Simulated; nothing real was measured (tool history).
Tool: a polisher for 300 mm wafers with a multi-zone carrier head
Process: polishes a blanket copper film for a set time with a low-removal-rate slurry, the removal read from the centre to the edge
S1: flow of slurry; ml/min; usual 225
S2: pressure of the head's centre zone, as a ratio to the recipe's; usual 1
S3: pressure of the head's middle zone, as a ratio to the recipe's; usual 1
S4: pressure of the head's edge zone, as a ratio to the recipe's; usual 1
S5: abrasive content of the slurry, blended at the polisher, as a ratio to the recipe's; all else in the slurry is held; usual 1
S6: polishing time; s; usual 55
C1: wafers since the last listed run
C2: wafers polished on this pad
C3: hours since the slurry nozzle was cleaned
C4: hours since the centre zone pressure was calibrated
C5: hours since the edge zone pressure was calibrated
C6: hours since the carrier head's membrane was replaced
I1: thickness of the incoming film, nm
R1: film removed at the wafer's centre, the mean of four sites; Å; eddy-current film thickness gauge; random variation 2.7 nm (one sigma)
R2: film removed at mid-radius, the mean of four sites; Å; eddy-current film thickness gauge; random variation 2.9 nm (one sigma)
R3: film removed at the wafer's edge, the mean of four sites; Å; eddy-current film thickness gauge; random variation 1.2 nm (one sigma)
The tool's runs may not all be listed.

run,hour,S1,S2,S3,S4,S5,S6,C1,C2,C3,C4,C5,C6,I1,R1,R2,R3
1,0,225,1,1,1,1,55,0,862,286.2,479.2,519.9,1231,775.4,1847,1977,1960
2,6.5,225,1,1,1,1,55,105,968,292.7,485.7,526.4,1237.5,781.3,1827,1953,1943
3,12.8,225,1,1,1,1,55,102,1071,299,492,532.7,1243.8,777.3,1859,1934,1936
# hour 21.1: worn pad replaced by a new one
4,21.5,225,1,1,1,1,55,76,6,307.7,500.7,541.4,1252.5,791.9,1838,1949,1959
5,33.7,225,1,1,1,1,55,198,205,319.9,512.9,553.6,1264.7,777.6,1842,1986,1960
6,41.4,225,1,1,1,1.2,55,125,330,327.6,520.6,561.3,1272.4,794.5,1900,2092,2009
# hour 58.2: edge zone pressure recalibrated
7,58.7,225,1,1,1,1.2,55,249,580,344.9,537.9,0.5,1289.7,780.9,1885,2082,2027
8,69.8,190,1,1,1,1,62,180,761,356,549,11.6,1300.8,768.3,1986,2245,2162
# hour 82.3: worn pad replaced by a new one, of another model than before
9,82.8,190,1,1,1,1,62,146,7,369,562,24.6,1313.8,770.8,2016,2149,2144
# hour 89.7: carrier head's membrane replaced by a new one
10,90.2,190,1,1,1.07,1.2,68,39,47,376.4,569.4,32,0.5,773.3,2178,2500,2539
11,100.9,225,1,1,0.91,1.25,55,174,221,387.1,580.1,42.7,11.2,792.5,1868,2083,1960
12,111,225,1,0.92,0.88,0.8,44,164,386,397.2,590.2,52.8,21.3,785.5,1366,1432,1399
13,121,225,1,1,1,1,55,163,549,407.2,600.2,62.8,31.3,793,1778,2007,1937
14,137.7,225,1.11,1,1,1,55,272,821,423.9,616.9,79.5,48,786.5,1942,1941,1951
# hour 149.8: worn pad replaced by a new one
15,150.3,225,1,0.93,1,1.15,55,140,7,436.5,629.5,92.1,60.6,773.1,1741,1922,2022
# hour 155.6: slurry nozzle cleaned
16,160.4,295,1,1,1.07,1.3,38,148,155,4.8,639.6,102.2,70.7,785.3,1296,1482,1502
17,174.1,225,1,1,1,1,55,223,379,18.5,653.3,115.9,84.4,770.4,1773,2012,1942
# hour 188.6: centre zone pressure recalibrated
# hour 210.5: worn pad replaced by a new one
18,221.1,225,1.11,1,1,1,55,668,173,65.5,32.5,162.9,131.4,773.8,2136,1975,1945
19,231.3,225,1,1,1,1,55,166,339,75.7,42.7,173.1,141.6,785.8,1967,2006,1939
20,262.3,225,1,1,1,1,43,505,845,106.7,73.7,204.1,172.6,784.5,1499,1550,1509

5 ways to go on from here, each from the tool as it stands after run 20. What would each give?
A,262.7,190,1,1,1,1,55,6,851,107.1,74.1,204.5,173,769.1,?,?,?
B,262.7,300,0.94,1,1,0.7,55,6,851,107.1,74.1,204.5,173,769.1,?,?,?
C,262.7,225,1.04,0.9,1,1,47,6,851,107.1,74.1,204.5,173,769.1,?,?,?
D,262.7,225,1,1,1,1,49,6,851,107.1,74.1,204.5,173,769.1,?,?,?
E,262.7,225,1.04,0.92,1,1,55,6,851,107.1,74.1,204.5,173,769.1,?,?,?

run,R1,R2,R3
A,1869,1911,1926
B,1763,1906,1891
C,1711,1536,1681
D,1716,1749,1751
E,2003,1830,1967
Without the tool's hidden state the same runs would have given:
run,R1,R2,R3
A,1908,1911,1926
B,1800,1906,1891
C,1747,1535,1681
D,1752,1749,1751
E,2045,1830,1967
